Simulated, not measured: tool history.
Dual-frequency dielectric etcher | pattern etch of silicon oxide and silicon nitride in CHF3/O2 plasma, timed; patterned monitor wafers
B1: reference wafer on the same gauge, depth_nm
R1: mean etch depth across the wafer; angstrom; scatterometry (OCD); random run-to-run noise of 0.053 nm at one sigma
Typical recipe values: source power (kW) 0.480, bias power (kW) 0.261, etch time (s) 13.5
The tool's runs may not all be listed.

run 1 hour=0.0 | source_power_(kW)=0.480 bias_power_(kW)=0.261 etch_time_(s)=12.0 | B1=25.81 | R1=200.4
run 2 hour=36.1 | source_power_(kW)=0.480 bias_power_(kW)=0.261 etch_time_(s)=12.0 | B1=25.80 | R1=200.4
run 3 hour=77.3 | source_power_(kW)=0.480 bias_power_(kW)=0.261 etch_time_(s)=13.5 | B1=25.78 | R1=226.0
run 4 hour=182.1 | source_power_(kW)=0.480 bias_power_(kW)=0.261 etch_time_(s)=13.5 | B1=25.81 | R1=227.6
run 5 hour=235.0 | source_power_(kW)=0.480 bias_power_(kW)=0.261 etch_time_(s)=13.5 | B1=25.81 | R1=227.8
-- hour=286.3 wet clean of the chamber
run 6 hour=293.3 | source_power_(kW)=0.480 bias_power_(kW)=0.261 etch_time_(s)=13.5 | B1=25.81 | R1=219.7
run 7 hour=394.9 | source_power_(kW)=0.480 bias_power_(kW)=0.220 etch_time_(s)=13.5 | B1=25.78 | R1=214.6
run 8 hour=488.2 | source_power_(kW)=0.480 bias_power_(kW)=0.220 etch_time_(s)=13.5 | B1=25.80 | R1=215.1
run 9 hour=571.5 | source_power_(kW)=0.480 bias_power_(kW)=0.220 etch_time_(s)=13.5 | B1=25.79 | R1=216.6
run 10 hour=650.6 | source_power_(kW)=0.480 bias_power_(kW)=0.261 etch_time_(s)=13.5 | B1=25.80 | R1=224.4
run 11 hour=748.6 | source_power_(kW)=0.570 bias_power_(kW)=0.261 etch_time_(s)=13.5 | B1=25.81 | R1=241.4
run 12 hour=847.5 | source_power_(kW)=0.420 bias_power_(kW)=0.261 etch_time_(s)=13.5 | B1=25.80 | R1=215.0
-- hour=876.1 wet clean of the chamber
run 13 hour=941.8 | source_power_(kW)=0.480 bias_power_(kW)=0.242 etch_time_(s)=13.5 | B1=25.81 | R1=220.3
run 14 hour=980.4 | source_power_(kW)=0.480 bias_power_(kW)=0.261 etch_time_(s)=13.5 | B1=25.82 | R1=224.1
-- hour=1026.7 upper electrode replaced
run 15 hour=1036.4 | source_power_(kW)=0.510 bias_power_(kW)=0.235 etch_time_(s)=17.0 | B1=25.80 | R1=284.4
-- hour=1042.6 source power generator calibrated
run 16 hour=1130.1 | source_power_(kW)=0.390 bias_power_(kW)=0.228 etch_time_(s)=13.5 | B1=25.80 | R1=200.4
-- hour=1161.8 gauge calibrated
run 17 hour=1182.1 | source_power_(kW)=0.430 bias_power_(kW)=0.261 etch_time_(s)=13.5 | B1=25.80 | R1=214.2
run 18 hour=1231.5 | source_power_(kW)=0.480 bias_power_(kW)=0.261 etch_time_(s)=13.5 | B1=25.82 | R1=223.9
run 19 hour=1338.4 | source_power_(kW)=0.440 bias_power_(kW)=0.261 etch_time_(s)=13.5 | B1=25.80 | R1=218.8
run 20 hour=1379.4 | source_power_(kW)=0.480 bias_power_(kW)=0.261 etch_time_(s)=13.5 | B1=25.79 | R1=225.8
-- hour=1450.9 wet clean of the chamber
-- hour=1456.9 bias power generator calibrated
run 21 hour=1457.4 | source_power_(kW)=0.480 bias_power_(kW)=0.261 etch_time_(s)=13.5 | B1=25.83 | R1=220.6
run 22 hour=1513.9 | source_power_(kW)=0.480 bias_power_(kW)=0.261 etch_time_(s)=13.5 | B1=25.81 | R1=220.3
run 23 hour=1585.5 | source_power_(kW)=0.390 bias_power_(kW)=0.218 etch_time_(s)=13.5 | B1=25.81 | R1=198.5
run 24 hour=1664.1 | source_power_(kW)=0.360 bias_power_(kW)=0.288 etch_time_(s)=16.0 | B1=25.83 | R1=240.3
run 25 hour=1731.0 | source_power_(kW)=0.380 bias_power_(kW)=0.209 etch_time_(s)=13.5 | B1=25.79 | R1=196.9

Forecast run 26:
run 26 hour=1786.3 | source_power_(kW)=0.480 bias_power_(kW)=0.261 etch_time_(s)=13.5 | B1=? | R1=?

B1: 25.81
R1: 224.7 angstrom
Had the tool carried no hidden state, the very same run would have given R1 217.9 angstrom.
